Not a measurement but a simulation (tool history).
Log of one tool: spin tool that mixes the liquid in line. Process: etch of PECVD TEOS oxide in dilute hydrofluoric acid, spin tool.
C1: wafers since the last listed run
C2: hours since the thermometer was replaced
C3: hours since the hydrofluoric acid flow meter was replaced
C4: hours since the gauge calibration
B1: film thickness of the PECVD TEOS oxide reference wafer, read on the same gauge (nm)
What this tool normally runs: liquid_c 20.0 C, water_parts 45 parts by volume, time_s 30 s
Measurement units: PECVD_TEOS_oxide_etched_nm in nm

run 1 day=0.000 | liquid_c=20.0 water_parts=45 time_s=30 | C1=0 C2=2573.3 C3=1235.9 C4=115.6 | B1=49.98 | PECVD_TEOS_oxide_etched_nm=7.68
run 2 day=0.308 | liquid_c=20.0 water_parts=45 time_s=30 | C1=66 C2=2580.7 C3=1243.3 C4=123.0 | B1=49.99 | PECVD_TEOS_oxide_etched_nm=7.69
run 3 day=0.996 | liquid_c=20.0 water_parts=45 time_s=30 | C1=149 C2=2597.2 C3=1259.8 C4=139.5 | B1=50.00 | PECVD_TEOS_oxide_etched_nm=7.57
run 4 day=1.388 | liquid_c=20.0 water_parts=45 time_s=30 | C1=84 C2=2606.6 C3=1269.2 C4=148.9 | B1=49.97 | PECVD_TEOS_oxide_etched_nm=7.60
run 5 day=2.112 | liquid_c=20.0 water_parts=45 time_s=30 | C1=157 C2=2624.0 C3=1286.6 C4=166.3 | B1=49.95 | PECVD_TEOS_oxide_etched_nm=7.64
run 6 day=2.496 | liquid_c=20.0 water_parts=45 time_s=30 | C1=83 C2=2633.2 C3=1295.8 C4=175.5 | B1=49.99 | PECVD_TEOS_oxide_etched_nm=7.56
run 7 day=2.942 | liquid_c=20.0 water_parts=45 time_s=30 | C1=96 C2=2643.9 C3=1306.5 C4=186.2 | B1=50.02 | PECVD_TEOS_oxide_etched_nm=7.62
run 8 day=3.204 | liquid_c=17.5 water_parts=45 time_s=30 | C1=56 C2=2650.2 C3=1312.8 C4=192.5 | B1=49.98 | PECVD_TEOS_oxide_etched_nm=6.81
run 9 day=3.812 | liquid_c=21.5 water_parts=60 time_s=50 | C1=131 C2=2664.8 C3=1327.4 C4=207.1 | B1=49.98 | PECVD_TEOS_oxide_etched_nm=9.87
-- day=4.429 gauge calibrated
run 10 day=4.504 | liquid_c=20.0 water_parts=45 time_s=30 | C1=149 C2=2681.4 C3=1344.0 C4=1.8 | B1=50.03 | PECVD_TEOS_oxide_etched_nm=7.57
-- day=4.838 thermometer replaced
run 11 day=4.900 | liquid_c=24.5 water_parts=30 time_s=45 | C1=76 C2=1.5 C3=1353.5 C4=11.3 | B1=49.99 | PECVD_TEOS_oxide_etched_nm=21.10
-- day=5.538 hydrofluoric acid flow meter replaced
run 12 day=6.829 | liquid_c=22.5 water_parts=45 time_s=15 | C1=409 C2=47.8 C3=31.0 C4=57.6 | B1=50.01 | PECVD_TEOS_oxide_etched_nm=4.80
run 13 day=7.308 | liquid_c=24.0 water_parts=60 time_s=40 | C1=103 C2=59.3 C3=42.5 C4=69.1 | B1=49.99 | PECVD_TEOS_oxide_etched_nm=10.01
run 14 day=9.438 | liquid_c=22.5 water_parts=45 time_s=15 | C1=461 C2=110.4 C3=93.6 C4=120.2 | B1=50.03 | PECVD_TEOS_oxide_etched_nm=4.77
run 15 day=9.712 | liquid_c=20.0 water_parts=45 time_s=30 | C1=59 C2=117.0 C3=100.2 C4=126.8 | B1=50.03 | PECVD_TEOS_oxide_etched_nm=8.58

How the hidden state differs across the entries between the runs, from the last listed run before each to the first after it:
Runs 9 to 10: gauge calibrated (day 4.429)
  hydrofluoric acid flow below the setpoint (%): 12.8 -> 13
  measured minus no-state result, PECVD_TEOS_oxide_etched_nm: -1.57 -> -1.19 nm
Runs 10 to 11: thermometer replaced (day 4.838)
  hydrofluoric acid flow below the setpoint (%): 13 -> 13.1
  measured minus no-state result, PECVD_TEOS_oxide_etched_nm: -1.19 -> -3.32 nm
Runs 11 to 12: hydrofluoric acid flow meter replaced (day 5.538)
  hydrofluoric acid flow below the setpoint (%): 13.1 -> 1.72
  measured minus no-state result, PECVD_TEOS_oxide_etched_nm: -3.32 -> -0.09 nm

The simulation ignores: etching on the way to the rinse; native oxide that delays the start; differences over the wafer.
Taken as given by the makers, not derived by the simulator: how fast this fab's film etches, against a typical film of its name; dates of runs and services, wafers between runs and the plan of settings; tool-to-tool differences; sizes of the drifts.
